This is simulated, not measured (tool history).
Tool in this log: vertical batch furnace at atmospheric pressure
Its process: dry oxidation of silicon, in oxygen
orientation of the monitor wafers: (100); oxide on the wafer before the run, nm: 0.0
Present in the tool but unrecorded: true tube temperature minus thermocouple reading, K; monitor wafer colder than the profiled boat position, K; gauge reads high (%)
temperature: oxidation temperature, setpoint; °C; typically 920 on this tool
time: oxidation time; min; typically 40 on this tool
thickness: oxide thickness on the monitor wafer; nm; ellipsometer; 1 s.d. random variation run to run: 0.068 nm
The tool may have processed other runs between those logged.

run	day	temperature	time	wafers since the last listed run	hours since the last temperature calibration	hours since the boat lift was adjusted	hours since the gauge calibration	read-back reference wafer on the same gauge, thickness	thickness
1	0	920	40	0	2881.1	4206	853.2	16.91	18.69
2	2.671	920	40	764	2945.2	4270.1	917.3	16.9	18.71
3	3.762	927	35.5	312	2971.4	4296.3	943.5	16.89	18.31
4	6.35	938	24.5	741	3033.5	4358.4	1005.6	16.9	15.98
5	8.833	920	24	711	3093.1	4418	1065.2	16.92	13.22
6	10.458	920	24	465	3132.1	4457	1104.2	16.9	13.2
7	12.592	920	24	610	3183.3	4508.2	1155.4	16.86	13.19
8	15.162	905	40	736	3245	4569.9	1217.1	16.91	15.96
9	18.042	905	40	824	3314.1	4639	1286.2	16.92	15.91
10	20.125	905	40	596	3364.1	4689	1336.2	16.9	15.87
11	22.296	920	40	621	3416.2	4741.1	1388.3	16.91	18.62
# day 26.321: gauge calibrated
12	29.108	920	40	1950	3579.7	4904.6	66.9	16.89	18.41
13	31.629	920	40	721	3640.2	4965.1	127.4	16.87	18.44
14	32.796	920	48.5	334	3668.2	4993.1	155.4	16.88	21.05
# day 39.954: thermocouples replaced and temperature profile calibrated
15	40.817	920	48.5	2010	20.7	5185.6	347.9	16.93	21.14
16	43.133	920	48.5	663	76.3	5241.2	403.5	16.92	20.93
17	44.642	939	26	431	112.5	5277.4	439.7	16.92	16.87
18	45.962	910	33.5	378	144.2	5309.1	471.4	16.94	14.81
19	48.125	920	29.5	619	196.1	5361	523.3	16.93	15.04
20	49.579	920	32	416	231	5395.9	558.2	16.9	15.9
# day 51.692: boat lift adjusted
21	51.712	920	40	324	282.2	0.5	609.4	16.91	18.23
22	52.592	931	28	251	303.3	21.6	630.5	16.9	15.8
23	54.675	920	40	596	353.3	71.6	680.5	16.89	18.03
24	56.004	920	54	380	385.2	103.5	712.4	16.93	22.14
25	58.912	933	48	832	455	173.3	782.2	16.9	23.11
26	61.308	931	55.5	686	512.5	230.8	839.7	16.92	24.98
27	62.575	929	46.5	362	542.9	261.2	870.1	16.91	21.79
28	64.771	904	58	628	595.6	313.9	922.8	16.91	19.49
29	66.525	920	48.5	502	637.7	356	964.9	16.88	20.53
30	69.033	920	40	718	697.9	416.2	1025.1	16.87	18.08
31	70.204	920	40	335	726	444.3	1053.2	16.89	18.1
32	72.729	901	59.5	723	786.6	504.9	1113.8	16.88	19.5
# day 74.371: boat lift adjusted, repeated, since the last time left the tool worse
33	75.396	920	40	477	850.6	24.6	1177.8	16.91	18.82
34	76.912	920	40	434	887	61	1214.2	16.89	18.87
35	78.883	920	40	564	934.3	108.3	1261.5	16.89	19.03
36	80.658	920	24	508	976.9	150.9	1304.1	16.89	13.45
37	81.85	899	55	341	1005.5	179.5	1332.7	16.86	18.97
38	83.475	908	45.5	465	1044.5	218.5	1371.7	16.89	18.4
39	84.858	928	23.5	396	1077.7	251.7	1404.9	16.9	14.34

Run-by-run hidden state of the tool:
true tube temperature minus thermocouple reading, K: 0 across all the runs
gauge reads high (%): 0 across all the runs
H1: monitor wafer colder than the profiled boat position, K
run	H1
1	2.16
2	2.19
3	2.2
4	2.23
5	2.26
6	2.28
7	2.31
8	2.34
9	2.37
10	2.39
11	2.42
12	2.5
13	2.53
14	2.54
15	2.64
16	2.66
17	2.68
18	2.7
19	2.72
20	2.74
21	4.94
22	4.95
23	4.97
24	4.99
25	5.02
26	5.05
27	5.07
28	5.09
29	5.11
30	5.14
31	5.16
32	5.19
33	0.397
34	0.415
35	0.438
36	0.459
37	0.473
38	0.492
39	0.508
